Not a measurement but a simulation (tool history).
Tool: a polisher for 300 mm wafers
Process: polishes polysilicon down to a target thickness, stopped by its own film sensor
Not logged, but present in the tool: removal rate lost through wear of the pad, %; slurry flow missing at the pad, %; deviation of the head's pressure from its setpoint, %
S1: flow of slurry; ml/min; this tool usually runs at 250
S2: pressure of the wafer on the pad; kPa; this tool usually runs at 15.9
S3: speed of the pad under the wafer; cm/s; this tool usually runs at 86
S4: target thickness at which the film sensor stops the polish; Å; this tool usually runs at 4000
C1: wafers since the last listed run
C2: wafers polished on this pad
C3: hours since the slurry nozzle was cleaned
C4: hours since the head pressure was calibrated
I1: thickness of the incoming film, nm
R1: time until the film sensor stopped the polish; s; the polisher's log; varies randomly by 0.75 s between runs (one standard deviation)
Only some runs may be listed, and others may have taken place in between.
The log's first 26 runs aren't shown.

| run | hour | S1 | S2 | S3 | S4 | C1 | C2 | C3 | C4 | I1 | R1 |
|---|---|---|---|---|---|---|---|---|---|---|---|
| 27 | 1879.3 | 250 | 15.9 | 86 | 4000 | 882 | 2758 | 671.4 | 305.0 | 669.8 | 49.1 |
| 28 | 1967.6 | 250 | 15.9 | 86 | 4000 | 822 | 3580 | 759.7 | 393.3 | 660.4 | 46.8 |
| 29 | 2031.6 | 250 | 15.9 | 60 | 3100 | 595 | 4176 | 823.7 | 457.3 | 667.6 | 82.5 |
|  | 2062.8 | slurry nozzle cleaned |
|  | 2107.0 | worn pad replaced by a new one |
| 30 | 2107.5 | 250 | 15.9 | 102 | 4000 | 660 | 4 | 44.7 | 533.2 | 669.7 | 42.8 |
| 31 | 2184.4 | 250 | 15.9 | 86 | 4000 | 715 | 720 | 121.6 | 610.1 | 675.8 | 50.3 |
| 32 | 2277.7 | 325 | 19.3 | 98 | 4000 | 868 | 1589 | 214.9 | 703.4 | 667.4 | 36.1 |
|  | 2575.9 | worn pad replaced by a new one |
| 33 | 2595.8 | 250 | 18.6 | 86 | 4000 | 2924 | 185 | 533.0 | 1021.5 | 677.3 | 42.9 |
| 34 | 2698.7 | 215 | 15.9 | 102 | 4000 | 957 | 1143 | 635.9 | 1124.4 | 674.6 | 45.1 |
| 35 | 2735.0 | 215 | 15.9 | 102 | 4000 | 337 | 1481 | 672.2 | 1160.7 | 671.9 | 43.3 |

Consider 3 possible next runs. They are alternatives, not a sequence: every one starts from the tool as it was left by run 35. What does each give?
| A | 2735.4 | 250 | 15.9 | 86 | 4000 | 3 | 1485 | 672.6 | 1161.1 | 666.7 | ? |
| B | 2735.4 | 285 | 15.9 | 86 | 4000 | 3 | 1485 | 672.6 | 1161.1 | 666.7 | ? |
| C | 2735.4 | 250 | 15.9 | 96 | 4810 | 3 | 1485 | 672.6 | 1161.1 | 666.7 | ? |

| run | R1 |
|---|---|
| A | 48.0 |
| B | 47.4 |
| C | 30.8 |
Take away the tool's hidden state, keep each run's random variation, and the runs would have read:
| run | R1 |
|---|---|
| A | 48.0 |
| B | 47.4 |
| C | 30.8 |
